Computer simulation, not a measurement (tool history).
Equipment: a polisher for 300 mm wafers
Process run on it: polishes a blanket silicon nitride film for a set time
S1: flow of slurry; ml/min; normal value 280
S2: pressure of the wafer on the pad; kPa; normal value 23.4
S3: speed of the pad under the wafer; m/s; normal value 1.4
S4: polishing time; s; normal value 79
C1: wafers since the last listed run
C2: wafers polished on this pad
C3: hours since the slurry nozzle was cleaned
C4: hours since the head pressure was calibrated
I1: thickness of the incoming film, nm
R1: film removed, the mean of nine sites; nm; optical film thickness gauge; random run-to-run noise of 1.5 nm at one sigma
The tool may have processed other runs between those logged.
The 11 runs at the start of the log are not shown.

{"run": 12, "hour": 614.2, "S1": 280, "S2": 23.4, "S3": 1.4, "S4": 79, "C1": 375, "C2": 1544, "C3": 427.5, "C4": 709.8, "I1": 910.7, "R1": 134}
{"run": 13, "hour": 656.8, "S1": 280, "S2": 23.4, "S3": 1.4, "S4": 79, "C1": 228, "C2": 1772, "C3": 470.1, "C4": 752.4, "I1": 892.2, "R1": 133.6}
{"hour": 663.5, "done": "head pressure recalibrated"}
{"hour": 683.8, "done": "worn pad replaced by a new one"}
{"hour": 702.3, "done": "slurry nozzle cleaned"}
{"run": 14, "hour": 716.7, "S1": 280, "S2": 23.4, "S3": 1.4, "S4": 79, "C1": 283, "C2": 171, "C3": 14.4, "C4": 53.2, "I1": 908.5, "R1": 149.4}
{"run": 15, "hour": 764.2, "S1": 280, "S2": 23.4, "S3": 1.4, "S4": 79, "C1": 254, "C2": 425, "C3": 61.9, "C4": 100.7, "I1": 914, "R1": 149.1}
{"run": 16, "hour": 821.1, "S1": 280, "S2": 23.4, "S3": 1.4, "S4": 79, "C1": 305, "C2": 731, "C3": 118.8, "C4": 157.6, "I1": 897.7, "R1": 143.4}
{"run": 17, "hour": 875.2, "S1": 280, "S2": 23.4, "S3": 1.4, "S4": 79, "C1": 290, "C2": 1021, "C3": 172.9, "C4": 211.7, "I1": 900.7, "R1": 142.7}
{"run": 18, "hour": 924.9, "S1": 225, "S2": 29.6, "S3": 1.4, "S4": 67, "C1": 266, "C2": 1288, "C3": 222.6, "C4": 261.4, "I1": 900.5, "R1": 147.1}
{"hour": 1026.9, "done": "worn pad replaced by a new one"}
{"run": 19, "hour": 1027.7, "S1": 365, "S2": 23.4, "S3": 1.62, "S4": 99, "C1": 530, "C2": 4, "C3": 325.4, "C4": 364.2, "I1": 917.7, "R1": 213.1}
{"run": 20, "hour": 1096.7, "S1": 195, "S2": 23.4, "S3": 1.4, "S4": 100, "C1": 370, "C2": 374, "C3": 394.4, "C4": 433.2, "I1": 905.1, "R1": 175.9}
{"run": 21, "hour": 1135.3, "S1": 280, "S2": 28.3, "S3": 1.4, "S4": 54, "C1": 207, "C2": 581, "C3": 433, "C4": 471.8, "I1": 912.2, "R1": 119.4}
{"run": 22, "hour": 1167.1, "S1": 190, "S2": 17.2, "S3": 1.08, "S4": 70, "C1": 170, "C2": 752, "C3": 464.8, "C4": 503.6, "I1": 895.6, "R1": 71.9}
{"run": 23, "hour": 1208.8, "S1": 280, "S2": 23.4, "S3": 0.96, "S4": 100, "C1": 223, "C2": 975, "C3": 506.5, "C4": 545.3, "I1": 914.2, "R1": 129.3}
{"hour": 1221.6, "done": "slurry nozzle cleaned"}
{"run": 24, "hour": 1239.2, "S1": 280, "S2": 23.4, "S3": 1.4, "S4": 79, "C1": 157, "C2": 1133, "C3": 17.6, "C4": 575.7, "I1": 903.4, "R1": 139.8}
{"run": 25, "hour": 1308.1, "S1": 240, "S2": 20, "S3": 1.4, "S4": 79, "C1": 369, "C2": 1503, "C3": 86.5, "C4": 644.6, "I1": 895, "R1": 113.4}
{"hour": 1361.1, "done": "worn pad replaced by a new one"}
{"run": 26, "hour": 1361.6, "S1": 340, "S2": 27.6, "S3": 1, "S4": 61, "C1": 265, "C2": 2, "C3": 140, "C4": 698.1, "I1": 900.6, "R1": 99.4}
{"run": 27, "hour": 1424.4, "S1": 280, "S2": 23.4, "S3": 1.4, "S4": 79, "C1": 337, "C2": 339, "C3": 202.8, "C4": 760.9, "I1": 925.1, "R1": 142.3}
{"hour": 1453.0, "done": "head pressure recalibrated"}
{"run": 28, "hour": 1494.6, "S1": 280, "S2": 23.4, "S3": 1.4, "S4": 79, "C1": 365, "C2": 705, "C3": 273, "C4": 41.6, "I1": 926.2, "R1": 147.1}
{"run": 29, "hour": 1547.2, "S1": 280, "S2": 23.4, "S3": 1.4, "S4": 61, "C1": 282, "C2": 988, "C3": 325.6, "C4": 94.2, "I1": 908.8, "R1": 110.5}
{"run": 30, "hour": 1574.8, "S1": 280, "S2": 26.2, "S3": 1.4, "S4": 87, "C1": 148, "C2": 1136, "C3": 353.2, "C4": 121.8, "I1": 907.6, "R1": 175.1}
{"run": 31, "hour": 1617.2, "S1": 315, "S2": 23.4, "S3": 1.4, "S4": 54, "C1": 227, "C2": 1363, "C3": 395.6, "C4": 164.2, "I1": 900.8, "R1": 99.8}
{"run": 32, "hour": 1682.2, "S1": 280, "S2": 20.7, "S3": 1.4, "S4": 53, "C1": 348, "C2": 1712, "C3": 460.6, "C4": 229.2, "I1": 923.7, "R1": 82.1}

Run 33, settings as shown, results not yet in. Your forecast:
{"hour": 1716.9, "done": "worn pad replaced by a new one"}
{"run": 33, "hour": 1717.4, "S1": 280, "S2": 28.3, "S3": 1.4, "S4": 54, "C1": 167, "C2": 2, "C3": 495.8, "C4": 264.4, "I1": 921.5, "R1": "?"}

Logged for run 33: R1 123.4 nm.
Take away the tool's hidden state, keep the run-to-run variation as it was, and the same run would have given R1 124.8 nm.
